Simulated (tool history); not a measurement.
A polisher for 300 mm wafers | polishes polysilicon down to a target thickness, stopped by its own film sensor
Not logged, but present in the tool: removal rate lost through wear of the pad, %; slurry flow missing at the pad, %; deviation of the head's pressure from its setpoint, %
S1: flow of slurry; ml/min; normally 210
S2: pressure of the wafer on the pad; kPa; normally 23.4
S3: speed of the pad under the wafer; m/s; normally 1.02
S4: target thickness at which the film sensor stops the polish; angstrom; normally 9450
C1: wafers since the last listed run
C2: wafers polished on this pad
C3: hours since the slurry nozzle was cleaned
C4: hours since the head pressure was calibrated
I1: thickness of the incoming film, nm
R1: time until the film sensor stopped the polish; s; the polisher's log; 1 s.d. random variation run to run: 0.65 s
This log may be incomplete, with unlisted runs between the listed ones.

run,hour,S1,S2,S3,S4,C1,C2,C3,C4,I1,R1
1,0,210,23.4,1.02,9450,0,234,481.2,1160,1673.7,67.1
2,15.5,265,23.4,1.02,9450,105,340,496.7,1175.5,1674.7,64.5
3,25.8,265,23.4,1.02,9450,69,410,507,1185.8,1672.9,64.7
4,43.6,265,23.4,1.02,9450,120,530,524.8,1203.6,1651.7,62.9
5,60.5,210,23.4,1.02,9450,114,645,541.7,1220.5,1651.8,64.9
6,73.2,210,23.4,1.02,9450,86,732,554.4,1233.2,1708,69.2
7,87.9,210,17.2,1.02,9450,99,831,569.1,1247.9,1688.4,92.3
# hour 98.7: worn pad replaced by a new one
8,104,210,23.4,1.02,9450,82,36,585.2,1264,1682.8,66.5
9,111.2,210,23.4,1.02,9450,48,84,592.4,1271.2,1683.5,66.8
10,117.5,210,23.4,1.02,9450,42,127,598.7,1277.5,1681.8,67.5
# hour 123.7: slurry nozzle cleaned
11,133.2,210,23.4,1.02,9450,99,227,9.5,1293.2,1663,66
12,145.6,210,23.4,1.02,9450,84,311,21.9,1305.6,1699,68.9
13,152.3,210,23.4,1.02,9450,45,357,28.6,1312.3,1676.7,66.9
14,163.8,210,23.4,1.02,9450,78,435,40.1,1323.8,1643,64
15,173.3,210,23.4,1.02,9450,64,500,49.6,1333.3,1699.5,69.2
16,187.7,180,23.4,1.02,9450,97,597,64,1347.7,1677.9,68.7
17,199.3,180,23.4,1.02,9450,78,676,75.6,1359.3,1696.3,67.9
18,216.8,210,23.4,1.02,9450,118,795,93.1,1376.8,1694.4,68.3
19,233,210,19.3,1.22,9450,110,905,109.3,1393,1714.3,73.4
20,243.5,230,15.2,0.74,7100,71,976,119.8,1403.5,1706.6,180.7
# hour 248: worn pad replaced by a new one
21,255.5,210,23.4,0.84,10210,54,51,131.8,1415.5,1665.4,69.5
22,268.7,265,31.7,1.36,10450,89,140,145,1428.7,1699.2,33.2
23,282.6,210,30.3,1.02,12010,94,235,158.9,1442.6,1705.1,35.3
24,299.7,210,23.4,1.02,9450,116,351,176,1459.7,1648.8,63.9
25,309.4,210,23.4,1.02,7490,65,417,185.7,1469.4,1699.6,85.7
# hour 315.4: head pressure recalibrated
26,322.7,270,23.4,1.02,9450,76,494,199,7.3,1680.2,72.7
27,333.6,260,17.2,1.12,10580,74,568,209.9,18.2,1696,79
28,350.1,210,29.6,1.02,9450,112,680,226.4,34.7,1696.2,60
29,358.2,210,29,1.02,9450,55,735,234.5,42.8,1679.4,59.8
30,365.1,175,23.4,1.02,9450,46,782,241.4,49.7,1656.1,71.6
31,377,210,31,1.14,9450,80,862,253.3,61.6,1661.5,48.7
# hour 389.7: worn pad replaced by a new one
32,390.2,210,23.4,1.02,9450,62,3,266.5,74.8,1670.5,71.5
33,403.5,210,26.2,1.02,8180,90,93,279.8,88.1,1681.8,77.1
34,420.5,210,23.4,1.02,7490,115,209,296.8,105.1,1676.2,89.6
35,436.7,210,23.4,1.02,9450,110,319,313,121.3,1691.9,73.3
36,444.3,210,23.4,1.02,9450,51,371,320.6,128.9,1696.5,73.6
37,461.1,210,23.4,1.02,7070,114,485,337.4,145.7,1675.7,94.9
38,473.7,210,15.9,1.24,9450,85,570,350,158.3,1679.4,89.2

Below, each run's measurement less what the same run would have read without the hidden state. Both values contain the same run-to-run variation, but the gauge's scatter may not be the same in both:
run,R1
1,-6.7
2,-6.5
3,-6.5
4,-6.4
5,-6.6
6,-7.1
7,-9.4
8,-6.8
9,-6.9
10,-6.9
11,-6.7
12,-7.1
13,-6.9
14,-6.6
15,-7.1
16,-7.1
17,-7
18,-7.1
19,-7.6
20,-18.9
21,-7.3
22,-3.5
23,-3.7
24,-6.7
25,-9
26,+0.2
27,+0
28,-0.2
29,-0.3
30,-0.6
31,-0.5
32,-1
33,-1.2
34,-1.8
35,-1.8
36,-1.8
37,-2.6
38,-2.7
